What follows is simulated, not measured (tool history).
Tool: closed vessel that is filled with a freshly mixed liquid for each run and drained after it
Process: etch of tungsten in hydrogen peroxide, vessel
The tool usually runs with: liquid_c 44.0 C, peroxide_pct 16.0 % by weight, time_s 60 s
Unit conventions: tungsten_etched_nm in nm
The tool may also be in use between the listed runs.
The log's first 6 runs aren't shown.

run	day	liquid_c	peroxide_pct	time_s	read-back film thickness of the tungsten reference wafer, read on the same gauge (nm)	tungsten_etched_nm
7	16.554	44.0	16.0	60	100.01	81.22
8	18.079	44.0	16.0	60	99.99	81.08
9	19.629	44.0	16.0	60	99.98	81.42
10	20.996	44.0	16.0	60	100.00	81.18
# day 21.204: thermometer replaced
11	23.583	44.0	16.0	60	100.00	80.88
# day 24.688: peroxide flow meter replaced
12	26.404	44.0	16.0	60	100.02	83.19
13	29.208	52.0	16.0	60	100.01	135.47
14	31.867	44.0	13.0	60	99.98	76.26
15	34.692	44.0	13.0	60	100.01	76.00
16	36.717	44.0	16.0	60	100.01	82.43
# day 38.962: gauge calibrated
17	39.688	44.0	18.0	60	99.98	88.14
18	41.146	44.0	16.0	60	100.01	82.72
# day 42.342: new drum of peroxide connected
19	42.838	46.5	16.0	80	100.02	129.35
20	45.500	44.0	18.0	40	99.99	58.47
21	46.725	44.0	16.0	60	100.02	82.98
22	48.442	44.0	16.0	60	100.02	82.30
23	49.446	44.0	16.0	60	100.00	82.41
24	56.929	46.5	19.0	95	99.97	167.28
25	58.667	47.5	20.5	70	100.00	134.77
26	60.696	44.0	21.0	45	100.02	71.21
27	62.117	41.0	14.5	30	100.02	31.33
28	63.171	48.5	18.0	60	100.05	112.30
29	64.471	44.0	16.0	90	100.01	122.75
30	66.633	51.5	12.0	60	100.00	111.96

4 options for the next run, each taken on its own from the tool as it stands now. Forecast them:
A	66.662	44.0	20.0	60	?	?
B	66.662	51.5	12.5	90	?	?
C	66.662	44.0	18.5	35	?	?
D	66.662	37.5	13.5	40	?	?

run	read-back film thickness of the tungsten reference wafer, read on the same gauge (nm)	tungsten_etched_nm
A	99.99	91.83
B	99.99	173.35
C	99.99	51.52
D	99.99	33.01
With no hidden state in the tool, these same runs would have given:
run	tungsten_etched_nm
A	95.52
B	180.32
C	53.59
D	34.34
